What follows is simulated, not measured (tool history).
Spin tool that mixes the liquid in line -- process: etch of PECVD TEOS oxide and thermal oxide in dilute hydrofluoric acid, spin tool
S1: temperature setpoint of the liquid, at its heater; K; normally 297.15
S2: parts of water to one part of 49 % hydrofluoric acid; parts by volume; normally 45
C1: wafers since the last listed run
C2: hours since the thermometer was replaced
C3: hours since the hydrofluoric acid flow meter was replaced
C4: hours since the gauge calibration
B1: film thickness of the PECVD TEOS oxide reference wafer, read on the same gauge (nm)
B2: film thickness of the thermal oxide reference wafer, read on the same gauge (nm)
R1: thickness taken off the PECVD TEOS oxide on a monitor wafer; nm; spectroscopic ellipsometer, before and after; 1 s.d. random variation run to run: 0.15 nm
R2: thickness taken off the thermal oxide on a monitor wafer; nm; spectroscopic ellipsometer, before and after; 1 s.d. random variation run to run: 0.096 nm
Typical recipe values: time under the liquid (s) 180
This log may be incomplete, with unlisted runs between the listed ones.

run 1 hour=0 | S1=297.15 S2=60 time_under_the_liquid_(s)=180 | C1=0 C2=2310.8 C3=481.6 C4=1377.6 | B1=123.51 B2=154.38 | R1=32.2 R2=14.71
run 2 hour=64.6 | S1=297.15 S2=60 time_under_the_liquid_(s)=180 | C1=584 C2=2375.4 C3=546.2 C4=1442.2 | B1=123.79 B2=154.77 | R1=32.32 R2=14.62
run 3 hour=130.3 | S1=297.15 S2=40 time_under_the_liquid_(s)=180 | C1=594 C2=2441.1 C3=611.9 C4=1507.9 | B1=124.12 B2=155.15 | R1=50.03 R2=22.67
-- hour=155.8 gauge calibrated
-- hour=171.3 hydrofluoric acid flow meter replaced
run 4 hour=175.4 | S1=297.15 S2=45 time_under_the_liquid_(s)=180 | C1=399 C2=2486.2 C3=4.1 C4=19.6 | B1=119.57 B2=149.44 | R1=42.47 R2=19.14
run 5 hour=220.3 | S1=297.15 S2=45 time_under_the_liquid_(s)=180 | C1=406 C2=2531.1 C3=49 C4=64.5 | B1=119.56 B2=149.46 | R1=42.6 R2=19.33
run 6 hour=291.5 | S1=296.15 S2=45 time_under_the_liquid_(s)=180 | C1=644 C2=2602.3 C3=120.2 C4=135.7 | B1=119.59 B2=149.48 | R1=40.66 R2=18.46
run 7 hour=355.8 | S1=302.15 S2=45 time_under_the_liquid_(s)=180 | C1=582 C2=2666.6 C3=184.5 C4=200 | B1=119.65 B2=149.53 | R1=51.75 R2=23.48
run 8 hour=408.2 | S1=297.15 S2=45 time_under_the_liquid_(s)=245 | C1=474 C2=2719 C3=236.9 C4=252.4 | B1=119.67 B2=149.59 | R1=57.51 R2=26.29
-- hour=410.3 thermometer replaced
run 9 hour=449 | S1=297.15 S2=45 time_under_the_liquid_(s)=110 | C1=360 C2=38.7 C3=277.7 C4=293.2 | B1=119.72 B2=149.63 | R1=25.85 R2=11.88
run 10 hour=515.5 | S1=297.15 S2=45 time_under_the_liquid_(s)=180 | C1=601 C2=105.2 C3=344.2 C4=359.7 | B1=119.77 B2=149.71 | R1=42.51 R2=19.36
run 11 hour=573 | S1=297.15 S2=45 time_under_the_liquid_(s)=230 | C1=520 C2=162.7 C3=401.7 C4=417.2 | B1=119.87 B2=149.82 | R1=54.3 R2=24.87
run 12 hour=619 | S1=300.15 S2=65 time_under_the_liquid_(s)=125 | C1=416 C2=208.7 C3=447.7 C4=463.2 | B1=119.92 B2=149.9 | R1=22.42 R2=10.16
run 13 hour=643.2 | S1=297.15 S2=45 time_under_the_liquid_(s)=180 | C1=219 C2=232.9 C3=471.9 C4=487.4 | B1=119.95 B2=149.93 | R1=42.78 R2=19.17
run 14 hour=694.5 | S1=297.15 S2=45 time_under_the_liquid_(s)=180 | C1=464 C2=284.2 C3=523.2 C4=538.7 | B1=120.04 B2=150.07 | R1=42.44 R2=19.14
run 15 hour=748.7 | S1=301.15 S2=40 time_under_the_liquid_(s)=110 | C1=490 C2=338.4 C3=577.4 C4=592.9 | B1=120.16 B2=150.18 | R1=34.71 R2=15.76
-- hour=777.9 hydrofluoric acid flow meter replaced
run 16 hour=791.2 | S1=297.15 S2=45 time_under_the_liquid_(s)=180 | C1=375 C2=380.9 C3=13.3 C4=635.4 | B1=120.21 B2=150.28 | R1=42.59 R2=19.24
run 17 hour=855.8 | S1=297.15 S2=55 time_under_the_liquid_(s)=260 | C1=584 C2=445.5 C3=77.9 C4=700 | B1=120.41 B2=150.46 | R1=49.99 R2=22.55
run 18 hour=926.8 | S1=297.15 S2=45 time_under_the_liquid_(s)=180 | C1=642 C2=516.5 C3=148.9 C4=771 | B1=120.56 B2=150.7 | R1=42.73 R2=19.52
run 19 hour=979.6 | S1=299.65 S2=45 time_under_the_liquid_(s)=180 | C1=477 C2=569.3 C3=201.7 C4=823.8 | B1=120.69 B2=150.88 | R1=47.48 R2=21.38
run 20 hour=1007.5 | S1=294.15 S2=30 time_under_the_liquid_(s)=240 | C1=252 C2=597.2 C3=229.6 C4=851.7 | B1=120.77 B2=150.95 | R1=77.6 R2=34.78
run 21 hour=1073.2 | S1=293.15 S2=25 time_under_the_liquid_(s)=275 | C1=594 C2=662.9 C3=295.3 C4=917.4 | B1=120.96 B2=151.21 | R1=102.47 R2=46.07
run 22 hour=1137.2 | S1=297.15 S2=55 time_under_the_liquid_(s)=90 | C1=579 C2=726.9 C3=359.3 C4=981.4 | B1=121.17 B2=151.44 | R1=17.48 R2=7.89
run 23 hour=1181.3 | S1=301.65 S2=35 time_under_the_liquid_(s)=85 | C1=399 C2=771 C3=403.4 C4=1025.5 | B1=121.32 B2=151.65 | R1=31.79 R2=14.33
run 24 hour=1228.8 | S1=297.15 S2=45 time_under_the_liquid_(s)=250 | C1=429 C2=818.5 C3=450.9 C4=1073 | B1=121.47 B2=151.83 | R1=59.41 R2=27.15
run 25 hour=1268 | S1=301.15 S2=50 time_under_the_liquid_(s)=250 | C1=354 C2=857.7 C3=490.1 C4=1112.2 | B1=121.61 B2=152.03 | R1=62.84 R2=28.6
run 26 hour=1310.9 | S1=297.15 S2=45 time_under_the_liquid_(s)=180 | C1=388 C2=900.6 C3=533 C4=1155.1 | B1=121.78 B2=152.21 | R1=43.02 R2=19.63

What if the next run were any one of these 4? Each begins from the tool's condition after run 26:
run A hour=1311.4 | S1=297.15 S2=55 time_under_the_liquid_(s)=180 | C1=4 C2=901.1 C3=533.5 C4=1155.6 | B1=? B2=? | R1=? R2=?
run B hour=1311.4 | S1=297.15 S2=45 time_under_the_liquid_(s)=135 | C1=4 C2=901.1 C3=533.5 C4=1155.6 | B1=? B2=? | R1=? R2=?
run C hour=1311.4 | S1=294.15 S2=55 time_under_the_liquid_(s)=180 | C1=4 C2=901.1 C3=533.5 C4=1155.6 | B1=? B2=? | R1=? R2=?
run D hour=1311.4 | S1=300.65 S2=30 time_under_the_liquid_(s)=265 | C1=4 C2=901.1 C3=533.5 C4=1155.6 | B1=? B2=? | R1=? R2=?

run=A B1=121.78 B2=152.24 R1=34.68 R2=15.72
run=B B1=121.78 B2=152.24 R1=32.21 R2=14.6
run=C B1=121.78 B2=152.24 R1=30.62 R2=13.88
run=D B1=121.78 B2=152.24 R1=111.82 R2=50.69
Stripped of hidden state, with their random variation kept, the same runs would have yielded:
run=A R1=34.17 R2=15.49
run=B R1=31.74 R2=14.39
run=C R1=30.17 R2=13.68
run=D R1=110.19 R2=49.95
